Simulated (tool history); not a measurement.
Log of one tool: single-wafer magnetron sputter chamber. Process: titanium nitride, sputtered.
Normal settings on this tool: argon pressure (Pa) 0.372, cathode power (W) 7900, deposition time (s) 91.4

| run | hour | argon pressure (Pa) | cathode power (W) | deposition time (s) | read-back reference wafer on the same gauge, thickness_nm | mean film thickness on the monitor wafer (Å) |
|---|---|---|---|---|---|---|
| 1 | 0 | 0.372 | 7900 | 91.4 | 141.037 | 1447.4 |
| 2 | 60.9 | 0.372 | 7900 | 91.4 | 141.185 | 1439.7 |
| 3 | 113.8 | 0.372 | 7900 | 91.4 | 141.137 | 1429.93 |
| 4 | 182.1 | 0.434 | 7900 | 91.4 | 140.931 | 1381.79 |
|  | 234.5 | sputter target and shields replaced |
|  | 244.7 | gauge calibrated |
| 5 | 349.6 | 0.434 | 7900 | 91.4 | 140.964 | 1390.21 |
| 6 | 401.3 | 0.372 | 7900 | 91.4 | 141.13 | 1428.36 |
| 7 | 467.8 | 0.372 | 7900 | 91.4 | 141.241 | 1424.52 |
| 8 | 537.7 | 0.372 | 7900 | 91.4 | 140.885 | 1414.51 |
| 9 | 589.5 | 0.372 | 6800 | 91.4 | 141.129 | 1211.34 |
| 10 | 645.1 | 0.372 | 6800 | 91.4 | 141.152 | 1203.91 |
|  | 699.2 | sputter target and shields replaced |
| 11 | 706.5 | 0.372 | 7900 | 91.4 | 140.884 | 1442.42 |
|  | 904.4 | capacitance manometer re-zeroed and calibrated |
| 12 | 982.6 | 0.372 | 7900 | 91.4 | 140.954 | 1455.43 |
| 13 | 1041.7 | 0.372 | 6200 | 85.1 | 140.912 | 1046.4 |
|  | 1060.8 | magnet pack replaced |
| 14 | 1147.8 | 0.282 | 7900 | 77 | 140.787 | 1221.4 |
|  | 1160.7 | sputter target and shields replaced |
| 15 | 1248.5 | 0.227 | 9300 | 76.6 | 140.89 | 1513.33 |
| 16 | 1311.9 | 0.438 | 7900 | 91.4 | 141.299 | 1409.86 |
|  | 1319.5 | gauge calibrated |
| 17 | 1355.2 | 0.372 | 6500 | 105.1 | 140.905 | 1371.8 |
| 18 | 1427.9 | 0.419 | 6800 | 78.1 | 140.988 | 1034.17 |
| 19 | 1526.3 | 0.372 | 6500 | 105.1 | 140.999 | 1342.95 |
|  | 1633.1 | sputter target and shields replaced |
| 20 | 1670.4 | 0.372 | 7900 | 91.4 | 140.997 | 1444.78 |
| 21 | 1751 | 0.302 | 7900 | 91.4 | 141.007 | 1486.14 |
| 22 | 1812.2 | 0.372 | 7900 | 74.7 | 140.9 | 1185.13 |
| 23 | 1859.7 | 0.372 | 7900 | 91.4 | 141.077 | 1441.22 |
| 24 | 1959.5 | 0.372 | 7900 | 91.4 | 140.881 | 1422.12 |
| 25 | 1995.5 | 0.443 | 7900 | 91.4 | 140.735 | 1365.02 |

Below are 5 alternative next runs, each starting from the tool's condition after run 25. Predict each:
| A | 1995.9 | 0.372 | 9600 | 91.4 | ? | ? |
| B | 1995.9 | 0.454 | 6150 | 100 | ? | ? |
| C | 1995.9 | 0.372 | 6550 | 103.2 | ? | ? |
| D | 1995.9 | 0.372 | 6000 | 91.4 | ? | ? |
| E | 1995.9 | 0.372 | 9000 | 91.4 | ? | ? |

| run | read-back reference wafer on the same gauge, thickness_nm | mean film thickness on the monitor wafer (Å) |
|---|---|---|
| A | 140.937 | 1719.9 |
| B | 140.937 | 1172.49 |
| C | 140.937 | 1332.77 |
| D | 140.937 | 1083.08 |
| E | 140.937 | 1613.77 |
With the hidden condition removed and each run's random variation left untouched, the same runs would have given:
| run | mean film thickness on the monitor wafer (Å) |
|---|---|
| A | 1796.17 |
| B | 1229.63 |
| C | 1391.87 |
| D | 1131.11 |
| E | 1685.33 |
